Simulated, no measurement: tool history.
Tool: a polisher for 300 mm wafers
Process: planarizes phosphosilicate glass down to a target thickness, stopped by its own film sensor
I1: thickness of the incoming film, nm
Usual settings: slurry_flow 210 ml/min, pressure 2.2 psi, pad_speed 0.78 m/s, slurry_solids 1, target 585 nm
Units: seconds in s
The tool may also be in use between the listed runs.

run 1 hour=0 | slurry_flow=210 pressure=2.6 pad_speed=0.78 slurry_solids=1 target=585 | I1=1197.3 | seconds=94.6
-- hour=4.7 slurry blender recalibrated
run 2 hour=72.9 | slurry_flow=210 pressure=2.6 pad_speed=0.78 slurry_solids=1 target=585 | I1=1220.3 | seconds=95.8
-- hour=130.2 conditioning disc replaced and pad reconditioned
run 3 hour=141.3 | slurry_flow=210 pressure=2.2 pad_speed=0.78 slurry_solids=1 target=524 | I1=1209.6 | seconds=116.8
run 4 hour=183.1 | slurry_flow=210 pressure=2.2 pad_speed=0.78 slurry_solids=1 target=524 | I1=1199.2 | seconds=119.8
-- hour=213.6 worn pad replaced by a new one
run 5 hour=237.4 | slurry_flow=210 pressure=2.2 pad_speed=0.78 slurry_solids=1.1 target=585 | I1=1194.5 | seconds=102.7
-- hour=286.8 slurry blender recalibrated
run 6 hour=328.1 | slurry_flow=210 pressure=2.2 pad_speed=0.78 slurry_solids=1.1 target=585 | I1=1191.4 | seconds=96.4
-- hour=393.4 conditioning disc replaced and pad reconditioned
-- hour=398.8 slurry nozzle cleaned
run 7 hour=411 | slurry_flow=210 pressure=2.2 pad_speed=0.78 slurry_solids=1.1 target=585 | I1=1205 | seconds=101.8
-- hour=495.6 worn pad replaced by a new one
-- hour=508.1 head pressure recalibrated
run 8 hour=513.7 | slurry_flow=210 pressure=2.2 pad_speed=0.78 slurry_solids=1 target=585 | I1=1220.8 | seconds=113.2
-- hour=542.5 slurry blender recalibrated
run 9 hour=599.3 | slurry_flow=210 pressure=2.2 pad_speed=0.78 slurry_solids=1 target=585 | I1=1199.6 | seconds=104.8
run 10 hour=645.9 | slurry_flow=210 pressure=2.2 pad_speed=0.78 slurry_solids=1 target=585 | I1=1222.4 | seconds=109.9
-- hour=652.6 conditioning disc replaced and pad reconditioned
run 11 hour=738.1 | slurry_flow=210 pressure=2.2 pad_speed=0.78 slurry_solids=1 target=585 | I1=1196.1 | seconds=107.6
run 12 hour=776.8 | slurry_flow=210 pressure=2.2 pad_speed=0.78 slurry_solids=1.1 target=585 | I1=1200.4 | seconds=106.6
-- hour=835.3 worn pad replaced by a new one
-- hour=840.7 slurry blender recalibrated
run 13 hour=877.3 | slurry_flow=210 pressure=2.2 pad_speed=0.78 slurry_solids=1 target=585 | I1=1198.8 | seconds=103.1
run 14 hour=952 | slurry_flow=210 pressure=1.4 pad_speed=0.78 slurry_solids=1.15 target=585 | I1=1216.5 | seconds=142.8
-- hour=986.4 conditioning disc replaced and pad reconditioned
-- hour=1060.3 slurry nozzle cleaned
run 15 hour=1088.6 | slurry_flow=235 pressure=2.2 pad_speed=0.78 slurry_solids=1 target=585 | I1=1193.3 | seconds=105.9
-- hour=1097.5 worn pad replaced by a new one
run 16 hour=1142.5 | slurry_flow=245 pressure=1.4 pad_speed=0.54 slurry_solids=1 target=585 | I1=1208.7 | seconds=207.7
-- hour=1177.3 slurry blender recalibrated
run 17 hour=1247.7 | slurry_flow=245 pressure=2.2 pad_speed=0.92 slurry_solids=0.8 target=444 | I1=1195.9 | seconds=123.9
-- hour=1259 conditioning disc replaced and pad reconditioned
run 18 hour=1348 | slurry_flow=260 pressure=2.5 pad_speed=0.58 slurry_solids=1 target=417 | I1=1229.7 | seconds=159.7
run 19 hour=1404.3 | slurry_flow=210 pressure=2.2 pad_speed=0.78 slurry_solids=1 target=691 | I1=1200.7 | seconds=92
-- hour=1426.5 worn pad replaced by a new one
-- hour=1485.9 slurry blender recalibrated
run 20 hour=1489.4 | slurry_flow=210 pressure=1.5 pad_speed=0.78 slurry_solids=1 target=585 | I1=1217.6 | seconds=139.4

Hidden state or all else? Some run-to-run changes of seconds, split into what the settings, what came in and random variation would give without the hidden state, and what is left for the hidden state (with any gauge scatter that isn't in both results):
The hidden state here: removal rate lost through wear of the pad, %; slurry flow missing at the pad, %; deviation of the head's pressure from its setpoint, %; abrasive missing from the slurry, %; time polished since the conditioner stopped cutting, s.
Run 15 -> 16: slurry_flow 235 -> 245, pressure 2.2 -> 1.4, pad_speed 0.78 -> 0.54, worn pad replaced by a new one. seconds +101.8 s: hidden state +10.3, all else +91.5.
Run 16 -> 17: pressure 1.4 -> 2.2, pad_speed 0.54 -> 0.92, slurry_solids 1 -> 0.8, target 585 -> 444, slurry blender recalibrated. seconds -83.8 s: hidden state -13.2, all else -70.6.
